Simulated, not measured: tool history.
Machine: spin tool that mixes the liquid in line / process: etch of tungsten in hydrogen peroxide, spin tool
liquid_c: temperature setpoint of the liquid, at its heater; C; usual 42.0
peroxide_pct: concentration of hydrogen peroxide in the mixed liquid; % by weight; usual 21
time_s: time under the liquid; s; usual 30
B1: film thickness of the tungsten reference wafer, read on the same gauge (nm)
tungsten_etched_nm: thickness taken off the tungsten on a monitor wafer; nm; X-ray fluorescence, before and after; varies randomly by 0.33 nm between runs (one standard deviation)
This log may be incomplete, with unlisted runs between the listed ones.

run 1 day=0.000 | liquid_c=42.0 peroxide_pct=21 time_s=25 | B1=114.69 | tungsten_etched_nm=30.10
run 2 day=1.996 | liquid_c=42.0 peroxide_pct=21 time_s=25 | B1=114.93 | tungsten_etched_nm=30.64
run 3 day=4.838 | liquid_c=42.0 peroxide_pct=21 time_s=25 | B1=115.19 | tungsten_etched_nm=30.35
run 4 day=6.504 | liquid_c=47.0 peroxide_pct=21 time_s=30 | B1=115.43 | tungsten_etched_nm=50.86
-- day=7.496 new drum of peroxide connected
run 5 day=10.079 | liquid_c=42.0 peroxide_pct=15 time_s=35 | B1=115.83 | tungsten_etched_nm=36.13
run 6 day=11.850 | liquid_c=42.0 peroxide_pct=21 time_s=30 | B1=116.04 | tungsten_etched_nm=36.52
run 7 day=14.629 | liquid_c=42.0 peroxide_pct=21 time_s=45 | B1=116.37 | tungsten_etched_nm=55.44
-- day=15.192 thermometer replaced
run 8 day=18.754 | liquid_c=42.0 peroxide_pct=21 time_s=30 | B1=116.91 | tungsten_etched_nm=36.91
run 9 day=22.217 | liquid_c=42.0 peroxide_pct=15 time_s=30 | B1=117.37 | tungsten_etched_nm=31.59
run 10 day=25.962 | liquid_c=42.0 peroxide_pct=26 time_s=30 | B1=117.92 | tungsten_etched_nm=40.71
run 11 day=29.233 | liquid_c=46.5 peroxide_pct=21 time_s=20 | B1=118.36 | tungsten_etched_nm=33.14
run 12 day=31.883 | liquid_c=37.5 peroxide_pct=21 time_s=30 | B1=118.75 | tungsten_etched_nm=27.97
run 13 day=35.183 | liquid_c=42.0 peroxide_pct=21 time_s=30 | B1=119.25 | tungsten_etched_nm=37.46
run 14 day=37.817 | liquid_c=42.0 peroxide_pct=21 time_s=30 | B1=119.62 | tungsten_etched_nm=37.79

The next listed run, before its measurement:
-- day=39.383 gauge calibrated
run 15 day=41.517 | liquid_c=34.5 peroxide_pct=21 time_s=40 | B1=? | tungsten_etched_nm=?

{"run 15": {"B1": 109.97, "tungsten_etched_nm": 28.49}}
Were there no unlogged condition in the tool, this run, its random variation unchanged, would have produced tungsten_etched_nm 28.50 nm.
